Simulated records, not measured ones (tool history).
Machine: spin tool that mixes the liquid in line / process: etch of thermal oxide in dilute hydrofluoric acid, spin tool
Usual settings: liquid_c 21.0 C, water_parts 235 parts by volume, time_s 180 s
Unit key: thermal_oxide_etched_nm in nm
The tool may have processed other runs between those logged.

run    hour  liquid_c  water_parts  time_s  wafers since the last listed run  hours since the thermometer was replaced  hours since the hydrofluoric acid flow meter was replaced  hours since the gauge calibration  read-back film thickness of the thermal oxide reference wafer, read on the same gauge (nm)  thermal_oxide_etched_nm
  1     0.0      21.0          235     180                                 0                                    1610.7                                                      277.7                             2569.9                                                                                     149.974                    3.114
  2    61.2      21.0          235     180                               446                                    1671.9                                                      338.9                             2631.1                                                                                     149.986                    3.037
  3   129.1      21.0          235     180                               495                                    1739.8                                                      406.8                             2699.0                                                                                     150.001                    3.034
  4   172.3      21.0          235     180                               315                                    1783.0                                                      450.0                             2742.2                                                                                     149.988                    3.086
  5   231.3      21.0          235     180                               430                                    1842.0                                                      509.0                             2801.2                                                                                     149.988                    3.043
  6   295.9      19.0          235     180                               471                                    1906.6                                                      573.6                             2865.8                                                                                     150.015                    2.886
  7   347.8      19.0          235     180                               378                                    1958.5                                                      625.5                             2917.7                                                                                     150.002                    2.945
  8   399.2      21.0          235     180                               375                                    2009.9                                                      676.9                             2969.1                                                                                     150.001                    3.191
      439.7  -- hydrofluoric acid flow meter replaced, repeated, since the last time left the tool worse
  9   497.5      21.0          235     180                               710                                    2108.2                                                       57.8                             3067.4                                                                                     149.996                    2.645
 10   654.1      21.0          235     180                              1142                                    2264.8                                                      214.4                             3224.0                                                                                     150.001                    2.633
      709.2  -- thermometer replaced
 11   750.1      19.0          235     220                               693                                      40.9                                                      310.4                             3320.0                                                                                     149.994                    3.162
 12   807.1      21.0          235     180                               415                                      97.9                                                      367.4                             3377.0                                                                                     150.009                    2.723
 13   844.1      21.0          150     120                               270                                     134.9                                                      404.4                             3414.0                                                                                     149.983                    3.095
 14   923.1      21.0          235     180                               576                                     213.9                                                      483.4                             3493.0                                                                                     150.010                    2.711
      945.3  -- gauge calibrated
 15  1006.6      21.0          205     130                               609                                     297.4                                                      566.9                               61.3                                                                                     150.004                    2.372
 16  1056.0      25.0          125     280                               360                                     346.8                                                      616.3                              110.7                                                                                     150.012                   10.436
 17  1109.7      21.0          235     180                               391                                     400.5                                                      670.0                              164.4                                                                                     149.979                    2.751
 18  1188.3      21.0          235     180                               573                                     479.1                                                      748.6                              243.0                                                                                     150.008                    2.723
 19  1284.5      24.5          335     180                               702                                     575.3                                                      844.8                              339.2                                                                                     149.985                    2.028
 20  1358.1      21.0          335     180                               537                                     648.9                                                      918.4                              412.8                                                                                     149.993                    1.793
 21  1462.9      23.5          270     105                               764                                     753.7                                                     1023.2                              517.6                                                                                     150.017                    1.514
 22  1555.9      25.0          330     220                               678                                     846.7                                                     1116.2                              610.6                                                                                     150.001                    2.632
 23  1638.4      25.5          280     250                               602                                     929.2                                                     1198.7                              693.1                                                                                     150.008                    3.781
 24  1686.0      25.5          235     180                               347                                     976.8                                                     1246.3                              740.7                                                                                     149.986                    3.330
 25  1763.3      21.0          140     125                               564                                    1054.1                                                     1323.6                              818.0                                                                                     149.994                    3.605
     1813.9  -- hydrofluoric acid flow meter replaced
 26  1835.4      17.0          130      80                               518                                    1126.2                                                       21.5                              890.1                                                                                     150.000                    1.988
 27  1920.9      24.0          235     180                               623                                    1211.7                                                      107.0                              975.6                                                                                     149.987                    2.952
 28  1964.2      25.5          165     180                               315                                    1255.0                                                      150.3                             1018.9                                                                                     149.983                    4.772
 29  2070.1      24.0          130     255                               772                                    1360.9                                                      256.2                             1124.8                                                                                     149.969                    8.568
 30  2172.9      23.5          270     105                               750                                    1463.7                                                      359.0                             1227.6                                                                                     150.005                    1.426
 31  2263.3      21.0          345     180                               659                                    1554.1                                                      449.4                             1318.0                                                                                     150.007                    1.644
 32  2354.9      21.0          350     180                               668                                    1645.7                                                      541.0                             1409.6                                                                                     150.021                    1.666

Below, some changes in thermal_oxide_etched_nm between adjacent runs. For each, the amount present without the hidden state too (settings, incoming material, random variation) and the amount remaining for the hidden state with gauge scatter not shared by both compared results:
Hidden conditions of the tool in this case: liquid colder than its thermometer reads (K); hydrofluoric acid flow above the setpoint (%); gauge reads high (%).
Run 8 -> 9: hydrofluoric acid flow meter replaced, repeated, since the last time left the tool worse. thermal_oxide_etched_nm -0.546 nm: hidden state -0.471, all else -0.075.
Run 15 -> 16: liquid_c 21.0 -> 25.0, water_parts 205 -> 125, time_s 130 -> 280. thermal_oxide_etched_nm +8.064 nm: hidden state +0.361, all else +7.703.
Run 16 -> 17: liquid_c 25.0 -> 21.0, water_parts 125 -> 235, time_s 280 -> 180. thermal_oxide_etched_nm -7.685 nm: hidden state -0.326, all else -7.359.
Run 29 -> 30: liquid_c 24.0 -> 23.5, water_parts 130 -> 270, time_s 255 -> 105. thermal_oxide_etched_nm -7.142 nm: hidden state -0.096, all else -7.046.
